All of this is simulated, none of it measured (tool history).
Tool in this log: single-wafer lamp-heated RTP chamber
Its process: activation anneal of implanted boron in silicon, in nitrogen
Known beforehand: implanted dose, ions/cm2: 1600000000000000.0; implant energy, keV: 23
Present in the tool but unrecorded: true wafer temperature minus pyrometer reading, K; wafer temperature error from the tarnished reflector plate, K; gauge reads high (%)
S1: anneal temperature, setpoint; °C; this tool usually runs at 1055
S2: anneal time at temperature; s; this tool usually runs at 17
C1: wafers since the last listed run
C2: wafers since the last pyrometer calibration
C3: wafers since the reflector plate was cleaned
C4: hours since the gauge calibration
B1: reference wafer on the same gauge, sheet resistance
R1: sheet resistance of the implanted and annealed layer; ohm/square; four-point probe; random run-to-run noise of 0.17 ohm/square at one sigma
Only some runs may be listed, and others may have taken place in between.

run    hour    S1  S2    C1    C2    C3      C4     B1     R1
  1     0.0  1055  13     0  5778  2109    93.8  84.46  70.58
  2    56.7  1055  13   654  6433  2764   150.5  84.53  70.73
  3   114.4  1055  17   666  7100  3431   208.2  84.51  70.11
  4   181.4  1055  17   773  7874  4205   275.2  84.43  70.29
  5   246.2  1055  17   748  8622  4953   340.0  84.47  70.32
      291.8  -- pyrometer window cleaned and pyrometer calibrated
  6   315.3  1055  17   705   271  5659   409.1  84.51  70.17
  7   363.1  1055  17   552   823  6211   456.9  84.47  69.90
  8   401.3  1055  17   441  1264  6653   495.1  84.50  70.09
  9   431.1  1055  17   344  1608  6997   524.9  84.47  69.99
 10   476.3  1055  24   522  2130  7519   570.1  84.52  69.16
 11   521.5  1055  24   522  2653  8041   615.3  84.48  69.39
 12   549.8  1055  24   326  2980  8368   643.6  84.49  69.02
 13   583.0  1055  25   383  3363  8752   676.8  84.53  68.90
 14   608.7  1055  17   296  3660  9049   702.5  84.46  69.51
      618.4  -- pyrometer window cleaned and pyrometer calibrated, repeated, since the last time left the tool worse
 15   676.6  1055  17   691   671  9740   770.4  84.54  70.72
      735.3  -- reflector plate cleaned
 16   737.9  1055  17   615  1287    29   831.7  84.47  70.71
 17   782.0  1069  17   509  1797   539   875.8  84.55  69.51
 18   832.4  1064   8   582  2379  1121   926.2  84.51  70.81
 19   884.3  1055  17   599  2978  1721   978.1  84.54  70.47
 20   946.7  1084  22   720  3699  2441  1040.5  84.48  68.62
 21  1159.0  1074  24  2452  6152  4894  1252.8  84.49  68.25
 22  1234.9  1055  17   876  7028  5771  1328.7  84.48  70.03
 23  1297.5  1055  17   723  7752  6494  1391.3  84.53  70.39
 24  1325.3  1042  10   321  8073  6815  1419.1  84.50  72.06
 25  1384.6  1032   8   685  8758  7500  1478.4  84.47  73.27
     1395.2  -- gauge calibrated
     1441.5  -- pyrometer window cleaned and pyrometer calibrated
 26  1447.9  1042  17   638    74  8139    52.7  84.51  71.79
 27  1509.9  1044  17   716   790  8855   114.7  84.50  71.76
 28  1560.6  1040  11   585  1376  9441   165.4  84.43  72.79
     1580.9  -- reflector plate cleaned
 29  1609.9  1055  17   477  1853   334   214.7  84.49  70.76
 30  1678.7  1070  24   794  2648  1129   283.5  84.52  68.66
 31  1714.4  1055  17   412  3060  1542   319.2  84.57  70.55
 32  1763.5  1055  17   567  3627  2109   368.3  84.52  70.45
 33  1827.2  1055   7   735  4363  2845   432.0  84.50  71.69

Give the tool's hidden conditions for every run:
wafer temperature error from the tarnished reflector plate, K: 0 across all the runs
gauge reads high (%): 0 across all the runs
H1: true wafer temperature minus pyrometer reading, K
run     H1
  1   5.09
  2   5.55
  3   6.03
  4   6.59
  5   7.12
  6   13.1
  7   13.5
  8   13.8
  9   14.1
 10   14.4
 11   14.8
 12   15.1
 13   15.3
 14   15.5
 15  0.907
 16   1.41
 17   1.78
 18    2.2
 19   2.62
 20   3.14
 21    4.9
 22   5.53
 23   6.04
 24   6.27
 25   6.76
 26   0.76
 27   1.27
 28   1.69
 29    2.1
 30   2.67
 31   2.96
 32   3.37
 33    3.9
